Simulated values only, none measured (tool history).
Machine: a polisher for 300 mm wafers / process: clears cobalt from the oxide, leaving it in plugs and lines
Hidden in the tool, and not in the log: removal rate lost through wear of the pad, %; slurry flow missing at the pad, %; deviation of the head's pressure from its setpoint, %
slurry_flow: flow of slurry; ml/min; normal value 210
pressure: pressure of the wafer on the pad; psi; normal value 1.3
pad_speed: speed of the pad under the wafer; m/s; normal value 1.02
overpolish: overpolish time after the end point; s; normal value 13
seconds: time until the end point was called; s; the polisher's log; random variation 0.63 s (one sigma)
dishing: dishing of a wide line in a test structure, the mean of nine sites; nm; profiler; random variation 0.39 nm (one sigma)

run   hour  slurry_flow  pressure  pad_speed  overpolish  wafers since the last listed run  wafers polished on this pad  hours since the slurry nozzle was cleaned  hours since the head pressure was calibrated  incoming thickness of the incoming film, nm  seconds  dishing
  1      0          210       1.3       1.02          13                                 0                          250                                      134.3                                         667.8                                        198.3     51.9     27.9
  2   76.2          210       1.3       1.02          13                               600                          850                                      210.5                                           744                                        202.5     53.4     27.5
     137.3  -- worn pad replaced by a new one
  3  188.3          210       1.3       0.94          13                               851                          402                                      322.6                                         856.1                                        197.5       55     26.6
  4  231.5          210       1.3       0.94          13                               340                          742                                      365.8                                         899.3                                        198.5     56.9     26.5
     260.2  -- slurry nozzle cleaned
  5    284          210       1.3       0.94          13                               405                         1148                                       23.8                                         951.8                                        202.5       59     26.7
     310.4  -- worn pad replaced by a new one
  6  390.4          210       1.3       0.74          13                               806                          630                                      130.2                                        1058.2                                        199.5     72.4     23.4
  7    475          210       1.3       1.02          13                               666                         1296                                      214.8                                        1142.8                                        200.6       53     27.5
     496.1  -- worn pad replaced by a new one
  8  529.5          255       1.3       1.02          13                               397                          262                                      269.3                                        1197.3                                        198.4       51     27.1
  9  618.4          210       1.1       1.02          17                               700                          963                                      358.2                                        1286.2                                        199.6     58.9     28.8
 10  656.5          210       1.3       1.02          13                               300                         1263                                      396.3                                        1324.3                                        197.1     51.9     26.5
     661.5  -- head pressure recalibrated
     702.1  -- worn pad replaced by a new one
     717.6  -- slurry nozzle cleaned
 11  719.8          210       1.6       1.22          13                               443                          131                                        2.2                                          58.3                                          198     35.9     30.9
 12  784.2          180       1.6       1.02          13                               507                          639                                       66.6                                         122.7                                        203.8     45.8     29.1
 13  892.1          210       1.6       1.24          20                               850                         1489                                      174.5                                         230.6                                        200.4     35.8       34
     917.5  -- worn pad replaced by a new one
 14  955.1          210       1.3       1.02          13                               464                          296                                      237.5                                         293.6                                        203.6     53.3     26.8

The tool's hidden state at each run:
removal rate lost through wear of the pad, %: 0 on each run
slurry flow missing at the pad, %: 0 on each run
deviation of the head's pressure from its setpoint, %: 0 on each run
